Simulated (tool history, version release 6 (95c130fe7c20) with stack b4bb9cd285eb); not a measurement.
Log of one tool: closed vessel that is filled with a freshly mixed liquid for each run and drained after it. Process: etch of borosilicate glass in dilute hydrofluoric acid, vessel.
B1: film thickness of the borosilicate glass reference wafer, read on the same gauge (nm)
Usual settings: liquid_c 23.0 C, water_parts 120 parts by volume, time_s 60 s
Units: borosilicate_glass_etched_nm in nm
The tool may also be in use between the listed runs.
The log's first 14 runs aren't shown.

Run 15, day 36.262: usual settings but water_parts 65 parts by volume, time_s 90 s; B1 30.19. Result: borosilicate_glass_etched_nm 41.57 nm.
Run 16, day 37.992: usual settings; B1 30.27. Result: borosilicate_glass_etched_nm 14.10 nm.
Run 17, day 40.025: usual settings but water_parts 105 parts by volume, time_s 35 s; B1 30.25. Result: borosilicate_glass_etched_nm 9.57 nm.
At day 41.333: hydrofluoric acid flow meter replaced.
Run 18, day 42.429: usual settings but liquid_c 20.5 C, water_parts 65 parts by volume; B1 30.26. Result: borosilicate_glass_etched_nm 25.05 nm.
Run 19, day 44.508: usual settings but liquid_c 20.0 C, water_parts 100 parts by volume, time_s 30 s; B1 30.27. Result: borosilicate_glass_etched_nm 7.65 nm.
Run 20, day 45.796: usual settings but time_s 70 s; B1 30.27. Result: borosilicate_glass_etched_nm 16.52 nm.
Run 21, day 47.412: usual settings but liquid_c 26.5 C, water_parts 70 parts by volume, time_s 30 s; B1 30.28. Result: borosilicate_glass_etched_nm 14.87 nm.
Run 22, day 49.638: usual settings; B1 30.31. Result: borosilicate_glass_etched_nm 14.10 nm.
Run 23, day 51.279: usual settings but water_parts 75 parts by volume, time_s 80 s; B1 30.28. Result: borosilicate_glass_etched_nm 31.73 nm.
Run 24, day 52.600: usual settings; B1 30.33. Result: borosilicate_glass_etched_nm 14.10 nm.
Run 25, day 54.421: usual settings but liquid_c 25.0 C, water_parts 170 parts by volume, time_s 85 s; B1 30.35. Result: borosilicate_glass_etched_nm 14.38 nm.
Run 26, day 55.712: usual settings; B1 30.41. Result: borosilicate_glass_etched_nm 14.11 nm.
Run 27, day 57.150: usual settings but liquid_c 20.0 C; B1 30.35. Result: borosilicate_glass_etched_nm 12.51 nm.
Run 28, day 59.117: usual settings but time_s 45 s; B1 30.38. Result: borosilicate_glass_etched_nm 10.68 nm.
Run 29, day 60.696: usual settings; B1 30.31. Result: borosilicate_glass_etched_nm 14.12 nm.
Run 30, day 62.096: usual settings; B1 30.36. Result: borosilicate_glass_etched_nm 14.16 nm.
At day 64.008: thermometer replaced.
Run 31, day 64.171: usual settings but time_s 85 s; B1 30.37. Result: borosilicate_glass_etched_nm 20.14 nm.
Run 32, day 65.212: usual settings but water_parts 100 parts by volume; B1 30.33. Result: borosilicate_glass_etched_nm 17.44 nm.
Run 33, day 66.396: usual settings but water_parts 100 parts by volume, time_s 70 s; B1 30.35. Result: borosilicate_glass_etched_nm 20.31 nm.

Forecast each of these 4 alternatives for the next run:
Run A, day 66.425: usual settings but liquid_c 26.0 C; B1 ?. Result: borosilicate_glass_etched_nm ?.
Run B, day 66.425: usual settings but time_s 30 s; B1 ?. Result: borosilicate_glass_etched_nm ?.
Run C, day 66.425: usual settings but water_parts 145 parts by volume, time_s 45 s; B1 ?. Result: borosilicate_glass_etched_nm ?.
Run D, day 66.425: usual settings but liquid_c 21.5 C, water_parts 105 parts by volume, time_s 35 s; B1 ?. Result: borosilicate_glass_etched_nm ?.

run     B1  borosilicate_glass_etched_nm
  A  30.36                         15.89
  B  30.36                          7.07
  C  30.36                          8.53
  D  30.36                          9.03
Without the tool's hidden state the same runs would have given:
run  borosilicate_glass_etched_nm
  A                         15.69
  B                          6.98
  C                          8.42
  D                          8.92
